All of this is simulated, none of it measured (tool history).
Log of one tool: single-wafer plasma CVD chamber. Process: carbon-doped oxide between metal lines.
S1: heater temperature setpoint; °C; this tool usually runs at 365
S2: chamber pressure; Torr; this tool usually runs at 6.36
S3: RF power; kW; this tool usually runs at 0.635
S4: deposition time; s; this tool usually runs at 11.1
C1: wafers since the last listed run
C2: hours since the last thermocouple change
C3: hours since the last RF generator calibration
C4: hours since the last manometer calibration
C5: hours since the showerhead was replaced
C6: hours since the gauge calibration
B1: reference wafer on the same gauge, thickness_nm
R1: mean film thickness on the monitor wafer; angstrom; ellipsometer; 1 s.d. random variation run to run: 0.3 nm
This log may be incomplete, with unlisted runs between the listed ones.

| run | hour | S1 | S2 | S3 | S4 | C1 | C2 | C3 | C4 | C5 | C6 | B1 | R1 |
|---|---|---|---|---|---|---|---|---|---|---|---|---|---|
| 1 | 0 | 365 | 7.38 | 0.635 | 11.1 | 0 | 1501.9 | 1209 | 2018.4 | 5829.3 | 194.2 | 59.746 | 667.5 |
| 2 | 24.1 | 365 | 7.38 | 0.635 | 11.1 | 765 | 1526 | 1233.1 | 2042.5 | 5853.4 | 218.3 | 59.706 | 666.86 |
| 3 | 60.3 | 365 | 6.36 | 0.635 | 11.1 | 1149 | 1562.2 | 1269.3 | 2078.7 | 5889.6 | 254.5 | 59.653 | 658.55 |
| 4 | 86 | 376 | 6.36 | 0.635 | 11.1 | 816 | 1587.9 | 1295 | 2104.4 | 5915.3 | 280.2 | 59.616 | 637.43 |
| 5 | 136.1 | 365 | 6.77 | 0.635 | 11.7 | 1590 | 1638 | 1345.1 | 2154.5 | 5965.4 | 330.3 | 59.526 | 694.29 |
| 6 | 197.3 | 365 | 6.77 | 0.635 | 11.7 | 1943 | 1699.2 | 1406.3 | 2215.7 | 6026.6 | 391.5 | 59.404 | 692.38 |
| 7 | 240.1 | 373 | 6.36 | 0.54 | 11.1 | 1359 | 1742 | 1449.1 | 2258.5 | 6069.4 | 434.3 | 59.294 | 541.13 |
| 8 | 266.7 | 373 | 6.36 | 0.54 | 11.1 | 844 | 1768.6 | 1475.7 | 2285.1 | 6096 | 460.9 | 59.24 | 541.31 |
| 9 | 318.8 | 365 | 6.36 | 0.635 | 11.1 | 1654 | 1820.7 | 1527.8 | 2337.2 | 6148.1 | 513 | 59.087 | 649.24 |
| 10 | 375.6 | 370 | 6.36 | 0.635 | 11.1 | 1803 | 1877.5 | 1584.6 | 2394 | 6204.9 | 569.8 | 58.829 | 644.09 |
|  | 430.9 | RF generator calibrated |
| 11 | 433.8 | 370 | 6.36 | 0.635 | 11.1 | 1594 | 1935.7 | 2.9 | 2452.2 | 6263.1 | 628 | 58.637 | 640.51 |
| 12 | 460.4 | 365 | 6.01 | 0.635 | 12.7 | 844 | 1962.3 | 29.5 | 2478.8 | 6289.7 | 654.6 | 58.542 | 728.16 |
|  | 463.1 | gauge calibrated |
| 13 | 530.2 | 365 | 6.01 | 0.635 | 12.7 | 2216 | 2032.1 | 99.3 | 2548.6 | 6359.5 | 67.1 | 59.862 | 749.5 |
| 14 | 571.7 | 370 | 5.61 | 0.575 | 10 | 1317 | 2073.6 | 140.8 | 2590.1 | 6401 | 108.6 | 59.822 | 520.3 |
| 15 | 639.2 | 365 | 5.73 | 0.635 | 12.8 | 2143 | 2141.1 | 208.3 | 2657.6 | 6468.5 | 176.1 | 59.703 | 740.58 |
| 16 | 709.2 | 374 | 7.38 | 0.635 | 9.6 | 2222 | 2211.1 | 278.3 | 2727.6 | 6538.5 | 246.1 | 59.783 | 569.02 |
|  | 776.8 | capacitance manometer re-zeroed and calibrated |
| 17 | 777.3 | 365 | 6.36 | 0.635 | 11.1 | 1908 | 2279.2 | 346.4 | 0.5 | 6606.6 | 314.2 | 59.562 | 656.03 |
| 18 | 805.5 | 378 | 4.96 | 0.635 | 9.4 | 895 | 2307.4 | 374.6 | 28.7 | 6634.8 | 342.4 | 59.628 | 511.15 |
|  | 892.3 | showerhead replaced |
| 19 | 932.9 | 365 | 5.85 | 0.635 | 12.3 | 3791 | 2434.8 | 502 | 156.1 | 40.6 | 469.8 | 59.273 | 709.67 |
| 20 | 980 | 365 | 6.36 | 0.635 | 11.1 | 1495 | 2481.9 | 549.1 | 203.2 | 87.7 | 516.9 | 59.068 | 653.49 |
|  | 1053.7 | thermocouple changed; heater temperature recalibrated |
| 21 | 1054.2 | 365 | 6.36 | 0.635 | 12.4 | 2102 | 0.5 | 623.3 | 277.4 | 161.9 | 591.1 | 58.729 | 725.96 |
| 22 | 1102.7 | 377 | 6.36 | 0.68 | 13.1 | 1540 | 49 | 671.8 | 325.9 | 210.4 | 639.6 | 58.677 | 785.66 |
| 23 | 1170 | 365 | 7.62 | 0.6 | 12.8 | 2137 | 116.3 | 739.1 | 393.2 | 277.7 | 706.9 | 58.285 | 712.2 |
| 24 | 1234 | 365 | 6.36 | 0.635 | 11.1 | 2032 | 180.3 | 803.1 | 457.2 | 341.7 | 770.9 | 57.972 | 638.31 |
| 25 | 1287 | 377 | 5.59 | 0.635 | 11.1 | 1683 | 233.3 | 856.1 | 510.2 | 394.7 | 823.9 | 57.773 | 605.44 |
|  | 1305.6 | gauge calibrated |
| 26 | 1328.1 | 377 | 5.59 | 0.635 | 11.1 | 1305 | 274.4 | 897.2 | 551.3 | 435.8 | 22.5 | 59.502 | 624.33 |

Entry by entry between the runs, the difference in hidden state between the last listed run before and the first listed run after:
After run 10, before run 11: RF generator calibrated (hour 430.9)
  gauge reads high (%): -1.28 -> -1.65
  what was measured, less what the result would be without the hidden state, R1: -8.33 -> -10.71 angstrom
After run 12, before run 13: gauge calibrated (hour 463.1)
  gauge reads high (%): -1.83 -> 0.463
  what was measured, less what the result would be without the hidden state, R1: -13.54 -> +3.46 angstrom
After run 16, before run 17: capacitance manometer re-zeroed and calibrated (hour 776.8)
  gauge reads high (%): 0.167 -> -0.0353
  what was measured, less what the result would be without the hidden state, R1: +0.94 -> -0.23 angstrom
After run 18, before run 19: showerhead replaced (hour 892.3)
  gauge reads high (%): -0.133 -> -0.681
  what was measured, less what the result would be without the hidden state, R1: -0.69 -> -4.86 angstrom
After run 20, before run 21: thermocouple changed; heater temperature recalibrated (hour 1053.7)
  gauge reads high (%): -0.926 -> -1.36
  what was measured, less what the result would be without the hidden state, R1: -6.11 -> -10.02 angstrom
After run 25, before run 26: gauge calibrated (hour 1305.6)
  gauge reads high (%): -3.1 -> -0.193
  what was measured, less what the result would be without the hidden state, R1: -19.4 -> -1.21 angstrom
